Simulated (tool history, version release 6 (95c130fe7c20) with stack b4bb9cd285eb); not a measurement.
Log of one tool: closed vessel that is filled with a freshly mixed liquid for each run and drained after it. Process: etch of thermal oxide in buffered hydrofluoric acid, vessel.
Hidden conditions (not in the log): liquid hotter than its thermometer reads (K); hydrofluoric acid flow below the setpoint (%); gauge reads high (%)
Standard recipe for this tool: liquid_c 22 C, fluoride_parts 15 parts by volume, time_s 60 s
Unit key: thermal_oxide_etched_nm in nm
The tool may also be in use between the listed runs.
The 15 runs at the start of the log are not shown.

run,hour,liquid_c,fluoride_parts,time_s,wafers since the last listed run,hours since the thermometer was replaced,hours since the hydrofluoric acid flow meter was replaced,hours since the gauge calibration,"read-back film thickness of the thermal oxide reference wafer, read on the same gauge (nm)",thermal_oxide_etched_nm
16,716.8,22,15,30,8342,348.8,939.6,1112.6,119.99,20.04
17,779.1,18.5,18,85,8647,411.1,1001.9,1174.9,119.99,39.15
18,806.9,25,19,85,3858,438.9,1029.7,1202.7,119.97,53.01
19,859,22,15,60,7231,491,1081.8,1254.8,119.97,40.17
# hour 916.9: gauge calibrated
20,1074,22,15,60,29843,706,1296.8,157.1,120.02,40.09
21,1115.3,22,13,40,5732,747.3,1338.1,198.4,120.01,30.85
22,1155.7,25,15,60,5607,787.7,1378.5,238.8,120.03,47.45
23,1199,18.5,9.5,40,6010,831,1421.8,282.1,119.98,34.5
24,1245.5,22,15,60,6454,877.5,1468.3,328.6,120,40.04
# hour 1278.7: hydrofluoric acid flow meter replaced
25,1294.9,20,15,40,6718,926.9,16.2,378,120,24.93
26,1364.7,22,15,60,9688,996.7,86,447.8,119.99,42.25
27,1388.8,22,15,60,3345,1020.8,110.1,471.9,120.03,41.86
28,1466,22,15,60,10716,1098,187.3,549.1,120.02,41.92
29,1496.4,22,15,90,4219,1128.4,217.7,579.5,120.02,62.53
30,1564,18,17,60,9383,1196,285.3,647.1,120.02,29.91
31,1605.7,24,15,60,5788,1237.7,327,688.8,120.02,46.51
32,1642.8,22,11,40,5149,1274.8,364.1,725.9,119.99,37.55
33,1702.2,22,15,60,8245,1334.2,423.5,785.3,120.01,42.22
34,1728.7,25.5,18.5,70,3678,1360.7,450,811.8,119.98,48.13

Each row is a separate what-if for the run after 34, all from the same tool condition, not one after another. Results?
A,1729.4,22,15,60,97,1361.4,450.7,812.5,?,?
B,1729.4,25,15,40,97,1361.4,450.7,812.5,?,?
C,1729.4,26,18.5,45,97,1361.4,450.7,812.5,?,?

run,"read-back film thickness of the thermal oxide reference wafer, read on the same gauge (nm)",thermal_oxide_etched_nm
A,120.03,42.19
B,120.03,33.12
C,120.03,32
The same runs, with their run-to-run variation unchanged, on a tool lacking any hidden condition would have given:
run,thermal_oxide_etched_nm
A,40.96
B,32.19
C,31.1

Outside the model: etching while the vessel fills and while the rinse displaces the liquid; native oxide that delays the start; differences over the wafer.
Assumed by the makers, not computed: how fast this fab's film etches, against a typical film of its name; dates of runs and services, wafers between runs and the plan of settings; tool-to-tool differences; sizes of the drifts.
